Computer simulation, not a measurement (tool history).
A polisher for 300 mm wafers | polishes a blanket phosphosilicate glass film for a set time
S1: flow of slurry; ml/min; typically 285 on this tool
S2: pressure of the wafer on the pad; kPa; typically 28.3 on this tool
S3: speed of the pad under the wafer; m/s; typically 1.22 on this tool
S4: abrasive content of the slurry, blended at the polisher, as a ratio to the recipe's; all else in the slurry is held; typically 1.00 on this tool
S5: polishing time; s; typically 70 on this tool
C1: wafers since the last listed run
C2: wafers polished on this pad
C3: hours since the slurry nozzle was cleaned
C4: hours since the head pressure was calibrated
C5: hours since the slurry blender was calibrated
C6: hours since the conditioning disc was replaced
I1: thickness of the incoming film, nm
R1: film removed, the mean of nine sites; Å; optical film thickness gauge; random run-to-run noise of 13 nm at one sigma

Run 1, hour 0.0: usual settings; C1 0; C2 979; C3 271.5; C4 267.5; C5 476.9; C6 407.0; I1 3205.6. Result: R1 9713 Å.
Run 2, hour 58.9: usual settings but S2 21.4 kPa, S5 85 s; C1 458; C2 1438; C3 330.4; C4 326.4; C5 535.8; C6 465.9; I1 3160.7. Result: R1 8790 Å.
At hour 84.0: slurry blender recalibrated.
Run 3, hour 104.8: usual settings but S2 21.4 kPa, S5 85 s; C1 341; C2 1780; C3 376.3; C4 372.3; C5 20.8; C6 511.8; I1 3135.1. Result: R1 8772 Å.
At hour 189.9: conditioning disc replaced and pad reconditioned.
Run 4, hour 190.6: usual settings; C1 652; C2 2433; C3 462.1; C4 458.1; C5 106.6; C6 0.7; I1 3154.0. Result: R1 9591 Å.
Run 5, hour 232.5: usual settings; C1 326; C2 2759; C3 504.0; C4 500.0; C5 148.5; C6 42.6; I1 3108.9. Result: R1 9379 Å.
Run 6, hour 292.5: usual settings but S5 75 s; C1 467; C2 3226; C3 564.0; C4 560.0; C5 208.5; C6 102.6; I1 3222.2. Result: R1 10015 Å.
At hour 314.0: head pressure recalibrated, repeated, since the last time left the tool worse.
Run 7, hour 351.1: usual settings but S3 1.08 m/s, S5 57 s; C1 440; C2 3667; C3 622.6; C4 37.1; C5 267.1; C6 161.2; I1 3166.8. Result: R1 8023 Å.
At hour 410.3: slurry nozzle cleaned.
Run 8, hour 438.1: usual settings but S5 47 s; C1 669; C2 4337; C3 27.8; C4 124.1; C5 354.1; C6 248.2; I1 3177.6. Result: R1 7222 Å.
At hour 447.9: worn pad replaced by a new one.
Run 9, hour 494.0: usual settings but S1 330 ml/min, S2 37.2 kPa, S3 0.90 m/s, S4 0.80; C1 404; C2 358; C3 83.7; C4 180.0; C5 410.0; C6 304.1; I1 3163.2. Result: R1 10403 Å.
Run 10, hour 545.1: usual settings but S1 210 ml/min, S3 1.58 m/s; C1 398; C2 756; C3 134.8; C4 231.1; C5 461.1; C6 355.2; I1 3163.9. Result: R1 12581 Å.
Run 11, hour 627.1: usual settings but S1 210 ml/min, S3 1.58 m/s; C1 638; C2 1395; C3 216.8; C4 313.1; C5 543.1; C6 437.2; I1 3202.7. Result: R1 12364 Å.
Run 12, hour 668.9: usual settings but S3 1.08 m/s, S5 57 s; C1 325; C2 1721; C3 258.6; C4 354.9; C5 584.9; C6 479.0; I1 3176.7. Result: R1 8172 Å.
At hour 699.9: slurry blender recalibrated.
Run 13, hour 752.2: usual settings; C1 633; C2 2354; C3 341.9; C4 438.2; C5 52.3; C6 562.3; I1 3213.0. Result: R1 10346 Å.
Run 14, hour 803.9: usual settings but S3 1.58 m/s, S4 1.15, S5 79 s; C1 402; C2 2757; C3 393.6; C4 489.9; C5 104.0; C6 614.0; I1 3152.9. Result: R1 15297 Å.
At hour 808.0: conditioning disc replaced and pad reconditioned.
At hour 848.1: head pressure recalibrated.
Run 15, hour 896.7: usual settings but S2 35.9 kPa; C1 691; C2 3448; C3 486.4; C4 48.6; C5 196.8; C6 88.7; I1 3176.0. Result: R1 14222 Å.
At hour 1049.9: worn pad replaced by a new one.
At hour 1119.8: slurry nozzle cleaned.
Run 16, hour 1195.9: usual settings but S1 365 ml/min, S3 1.50 m/s; C1 2291; C2 1129; C3 76.1; C4 347.8; C5 496.0; C6 387.9; I1 3196.1. Result: R1 12638 Å.
At hour 1220.6: slurry blender recalibrated.
Run 17, hour 1265.2: usual settings; C1 524; C2 1653; C3 145.4; C4 417.1; C5 44.6; C6 457.2; I1 3135.5. Result: R1 10877 Å.
Run 18, hour 1342.2: usual settings but S1 330 ml/min, S2 37.2 kPa, S3 0.90 m/s, S4 0.80; C1 599; C2 2253; C3 222.4; C4 494.1; C5 121.6; C6 534.2; I1 3159.5. Result: R1 10182 Å.
At hour 1366.8: head pressure recalibrated.
At hour 1401.2: conditioning disc replaced and pad reconditioned.
Run 19, hour 1428.3: usual settings; C1 639; C2 2893; C3 308.5; C4 61.5; C5 207.7; C6 27.1; I1 3185.5. Result: R1 11122 Å.
Run 20, hour 1491.7: usual settings but S3 1.08 m/s, S5 57 s; C1 493; C2 3387; C3 371.9; C4 124.9; C5 271.1; C6 90.5; I1 3226.6. Result: R1 8427 Å.
At hour 1527.4: worn pad replaced by a new one.
Run 21, hour 1589.7: usual settings but S5 92 s; C1 732; C2 485; C3 469.9; C4 222.9; C5 369.1; C6 188.5; I1 3163.4. Result: R1 14553 Å.
Run 22, hour 1665.1: usual settings but S2 32.4 kPa, S5 50 s; C1 587; C2 1072; C3 545.3; C4 298.3; C5 444.5; C6 263.9; I1 3227.0. Result: R1 8947 Å.
At hour 1737.7: slurry nozzle cleaned.
Run 23, hour 1738.5: usual settings; C1 563; C2 1636; C3 0.8; C4 371.7; C5 517.9; C6 337.3; I1 3117.6. Result: R1 10613 Å.
Run 24, hour 1778.1: usual settings but S1 220 ml/min, S3 1.00 m/s, S5 48 s; C1 308; C2 1945; C3 40.4; C4 411.3; C5 557.5; C6 376.9; I1 3124.9. Result: R1 6196 Å.
Run 25, hour 1841.8: usual settings but S4 0.85; C1 496; C2 2441; C3 104.1; C4 475.0; C5 621.2; C6 440.6; I1 3160.9. Result: R1 10001 Å.

Pick out some run-to-run changes in R1. Of each, how much would a tool without hidden state show as well, from the settings, what came in and chance, and how much is left for the hidden state and any gauge scatter not in both results compared?
Hidden state at play: removal rate lost through wear of the pad, %; slurry flow missing at the pad, %; deviation of the head's pressure from its setpoint, %; abrasive missing from the slurry, %; time polished since the conditioner stopped cutting, s.
Run 6 -> 7: S3 1.22 -> 1.08, S5 75 -> 57, head pressure recalibrated, repeated, since the last time left the tool worse. R1 -1992 Å: hidden state +1745, all else -3737.
Run 14 -> 15: S2 28.3 -> 35.9, S3 1.58 -> 1.22, S4 1.15 -> 1.00, S5 79 -> 70, conditioning disc replaced and pad reconditioned, head pressure recalibrated. R1 -1075 Å: hidden state +851, all else -1926.
Run 20 -> 21: S3 1.08 -> 1.22, S5 57 -> 92, worn pad replaced by a new one. R1 +6126 Å: hidden state -164, all else +6290.
Run 21 -> 22: S2 28.3 -> 32.4, S5 92 -> 50. R1 -5606 Å: hidden state +8, all else -5614.
